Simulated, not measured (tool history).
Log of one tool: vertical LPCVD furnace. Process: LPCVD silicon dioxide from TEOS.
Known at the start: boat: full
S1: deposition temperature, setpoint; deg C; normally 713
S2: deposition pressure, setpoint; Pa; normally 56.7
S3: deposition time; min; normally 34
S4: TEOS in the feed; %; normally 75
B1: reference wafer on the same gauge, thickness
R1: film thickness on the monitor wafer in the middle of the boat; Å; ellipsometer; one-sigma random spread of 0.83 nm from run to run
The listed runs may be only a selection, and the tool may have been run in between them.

run 1 hour=0 | S1=713 S2=56.7 S3=26 S4=75 | B1=380.13 | R1=2975.4
run 2 hour=67.8 | S1=717 S2=56.7 S3=34 S4=75 | B1=379.99 | R1=4287.6
run 3 hour=134.8 | S1=713 S2=56.7 S3=34 S4=75 | B1=379.69 | R1=3905.7
run 4 hour=187.4 | S1=713 S2=56.7 S3=34 S4=75 | B1=379.92 | R1=3912.1
run 5 hour=239.2 | S1=713 S2=56.7 S3=34 S4=75 | B1=379.81 | R1=3908.6
run 6 hour=299.9 | S1=713 S2=56.7 S3=34 S4=75 | B1=380.36 | R1=3920.3
run 7 hour=346 | S1=713 S2=56.7 S3=23.5 S4=75 | B1=380.01 | R1=2706.8
run 8 hour=417.4 | S1=713 S2=56.7 S3=23.5 S4=75 | B1=379.97 | R1=2717.1
run 9 hour=455 | S1=713 S2=56.7 S3=34 S4=75 | B1=380.06 | R1=3926.5
-- hour=483.9 TEOS flow controller replaced
-- hour=494.9 gauge calibrated
run 10 hour=520.2 | S1=713 S2=56.7 S3=34 S4=75 | B1=379.97 | R1=3944.2
run 11 hour=582.8 | S1=713 S2=56.7 S3=34 S4=75 | B1=380.33 | R1=3929
run 12 hour=712.9 | S1=713 S2=51.3 S3=34 S4=75 | B1=380.05 | R1=3743.1
run 13 hour=752.6 | S1=713 S2=51.3 S3=34 S4=75 | B1=380.02 | R1=3758.1
-- hour=813.7 thermocouples replaced and temperature profile calibrated
run 14 hour=824.3 | S1=718 S2=56.7 S3=29.5 S4=75 | B1=379.59 | R1=3679.4
run 15 hour=858.8 | S1=701 S2=68 S3=34 S4=68 | B1=379.86 | R1=3013.9
run 16 hour=924.9 | S1=716 S2=66 S3=34 S4=75 | B1=380.12 | R1=4373.4
run 17 hour=986.2 | S1=713 S2=56.7 S3=34 S4=75 | B1=379.84 | R1=3780.7
-- hour=1076.1 pressure gauge zeroed
run 18 hour=1076.6 | S1=713 S2=56.7 S3=34 S4=75 | B1=380.08 | R1=3899.6
run 19 hour=1099 | S1=713 S2=56.7 S3=34 S4=75 | B1=379.78 | R1=3883.7
run 20 hour=1162.4 | S1=713 S2=56.7 S3=39.5 S4=65 | B1=379.93 | R1=4201.4
run 21 hour=1230.6 | S1=723 S2=56.7 S3=46.5 S4=75 | B1=380.22 | R1=6624.3
run 22 hour=1278.5 | S1=713 S2=68.7 S3=34 S4=75 | B1=379.89 | R1=4267.5
run 23 hour=1309.9 | S1=725 S2=56.7 S3=34 S4=63 | B1=379.96 | R1=4640.9
run 24 hour=1360 | S1=713 S2=64 S3=34 S4=80 | B1=380.24 | R1=4262
run 25 hour=1390.6 | S1=705 S2=64 S3=24.5 S4=82 | B1=380.2 | R1=2578.3
run 26 hour=1459.1 | S1=723 S2=46 S3=23.5 S4=60 | B1=379.99 | R1=2694.8
run 27 hour=1518.6 | S1=713 S2=56.7 S3=34 S4=75 | B1=379.96 | R1=3865.8
run 28 hour=1576.9 | S1=721 S2=47.3 S3=34 S4=75 | B1=380.17 | R1=4214.7
run 29 hour=1624.1 | S1=717 S2=56.7 S3=34 S4=75 | B1=379.95 | R1=4236.3
run 30 hour=1677.2 | S1=721 S2=64.7 S3=40.5 S4=70 | B1=380.07 | R1=5721.2
run 31 hour=1714.4 | S1=713 S2=56.7 S3=27 S4=75 | B1=380.15 | R1=3075.3

Had the tool no unlogged condition, and each run kept its random variation, what would the results have been?
Hidden conditions of the tool in this case: true tube temperature minus thermocouple reading, K; true pressure minus gauge reading, mTorr; deviation of the TEOS flow from its setpoint, %; gauge reads high (%).
run=1 R1=2954.3
run=2 R1=4252.9
run=3 R1=3867.9
run=4 R1=3870.2
run=5 R1=3862.6
run=6 R1=3869.2
run=7 R1=2668.8
run=8 R1=2674.8
run=9 R1=3862.1
run=10 R1=3873.7
run=11 R1=3853.2
run=12 R1=3669
run=13 R1=3680.1
run=14 R1=3758.4
run=15 R1=3065.1
run=16 R1=4451.2
run=17 R1=3861.9
run=18 R1=3875.9
run=19 R1=3861.3
run=20 R1=4180.7
run=21 R1=6597.8
run=22 R1=4251.4
run=23 R1=4626.5
run=24 R1=4249.3
run=25 R1=2571
run=26 R1=2692.4
run=27 R1=3860.4
run=28 R1=4215.3
run=29 R1=4233.4
run=30 R1=5714.5
run=31 R1=3074.4
